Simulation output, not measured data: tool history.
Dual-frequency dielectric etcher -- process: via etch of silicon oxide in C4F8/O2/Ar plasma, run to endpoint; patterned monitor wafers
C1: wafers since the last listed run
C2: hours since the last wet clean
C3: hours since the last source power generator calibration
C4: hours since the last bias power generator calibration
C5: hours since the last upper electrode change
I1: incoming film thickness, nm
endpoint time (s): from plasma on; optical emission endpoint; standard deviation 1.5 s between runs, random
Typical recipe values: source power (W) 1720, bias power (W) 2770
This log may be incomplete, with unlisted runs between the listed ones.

run 1 hour=0.0 | source_power_(W)=1820 bias_power_(W)=2564 | C1=0 C2=46.3 C3=2288.7 C4=3445.6 C5=5542.6 | I1=1623.8 | endpoint_time_(s)=325.5
run 2 hour=50.5 | source_power_(W)=1720 bias_power_(W)=2770 | C1=132 C2=96.8 C3=2339.2 C4=3496.1 C5=5593.1 | I1=1632.1 | endpoint_time_(s)=323.5
run 3 hour=147.7 | source_power_(W)=1720 bias_power_(W)=2770 | C1=254 C2=194.0 C3=2436.4 C4=3593.3 C5=5690.3 | I1=1593.2 | endpoint_time_(s)=311.4
run 4 hour=243.5 | source_power_(W)=2050 bias_power_(W)=2770 | C1=250 C2=289.8 C3=2532.2 C4=3689.1 C5=5786.1 | I1=1617.4 | endpoint_time_(s)=285.1
run 5 hour=286.9 | source_power_(W)=2050 bias_power_(W)=2770 | C1=113 C2=333.2 C3=2575.6 C4=3732.5 C5=5829.5 | I1=1624.8 | endpoint_time_(s)=287.5
run 6 hour=333.2 | source_power_(W)=2050 bias_power_(W)=2770 | C1=121 C2=379.5 C3=2621.9 C4=3778.8 C5=5875.8 | I1=1616.4 | endpoint_time_(s)=286.1
-- hour=368.0 source power generator calibrated
run 7 hour=435.8 | source_power_(W)=1420 bias_power_(W)=2770 | C1=257 C2=482.1 C3=67.8 C4=3881.4 C5=5978.4 | I1=1628.2 | endpoint_time_(s)=345.0
-- hour=479.1 bias power generator calibrated
-- hour=495.3 wet clean of the chamber
run 8 hour=495.8 | source_power_(W)=1720 bias_power_(W)=2770 | C1=104 C2=0.5 C3=127.8 C4=16.7 C5=6038.4 | I1=1593.6 | endpoint_time_(s)=309.7
run 9 hour=546.0 | source_power_(W)=1720 bias_power_(W)=2116 | C1=131 C2=50.7 C3=178.0 C4=66.9 C5=6088.6 | I1=1622.6 | endpoint_time_(s)=364.9
run 10 hour=631.4 | source_power_(W)=2030 bias_power_(W)=2976 | C1=223 C2=136.1 C3=263.4 C4=152.3 C5=6174.0 | I1=1630.7 | endpoint_time_(s)=282.5
run 11 hour=724.7 | source_power_(W)=1720 bias_power_(W)=3204 | C1=243 C2=229.4 C3=356.7 C4=245.6 C5=6267.3 | I1=1591.1 | endpoint_time_(s)=283.2
-- hour=764.8 upper electrode replaced
run 12 hour=811.2 | source_power_(W)=1850 bias_power_(W)=2770 | C1=163 C2=315.9 C3=443.2 C4=332.1 C5=46.4 | I1=1596.4 | endpoint_time_(s)=295.2
run 13 hour=905.7 | source_power_(W)=1720 bias_power_(W)=2770 | C1=247 C2=410.4 C3=537.7 C4=426.6 C5=140.9 | I1=1619.7 | endpoint_time_(s)=307.9
run 14 hour=980.5 | source_power_(W)=1720 bias_power_(W)=2082 | C1=195 C2=485.2 C3=612.5 C4=501.4 C5=215.7 | I1=1616.2 | endpoint_time_(s)=353.6

Consider 3 possible next runs. They are alternatives, not a sequence: every one starts from the tool as it was left by run 14. What does each give?
run A hour=981.0 | source_power_(W)=1540 bias_power_(W)=2770 | C1=1 C2=485.7 C3=613.0 C4=501.9 C5=216.2 | I1=1614.3 | endpoint_time_(s)=?
run B hour=981.0 | source_power_(W)=2030 bias_power_(W)=2770 | C1=1 C2=485.7 C3=613.0 C4=501.9 C5=216.2 | I1=1614.3 | endpoint_time_(s)=?
run C hour=981.0 | source_power_(W)=1360 bias_power_(W)=2770 | C1=1 C2=485.7 C3=613.0 C4=501.9 C5=216.2 | I1=1614.3 | endpoint_time_(s)=?

run=A endpoint_time_(s)=322.5
run=B endpoint_time_(s)=277.4
run=C endpoint_time_(s)=347.2
Without the tool's unlogged condition, the same runs would have read:
run=A endpoint_time_(s)=340.7
run=B endpoint_time_(s)=293.0
run=C endpoint_time_(s)=366.8

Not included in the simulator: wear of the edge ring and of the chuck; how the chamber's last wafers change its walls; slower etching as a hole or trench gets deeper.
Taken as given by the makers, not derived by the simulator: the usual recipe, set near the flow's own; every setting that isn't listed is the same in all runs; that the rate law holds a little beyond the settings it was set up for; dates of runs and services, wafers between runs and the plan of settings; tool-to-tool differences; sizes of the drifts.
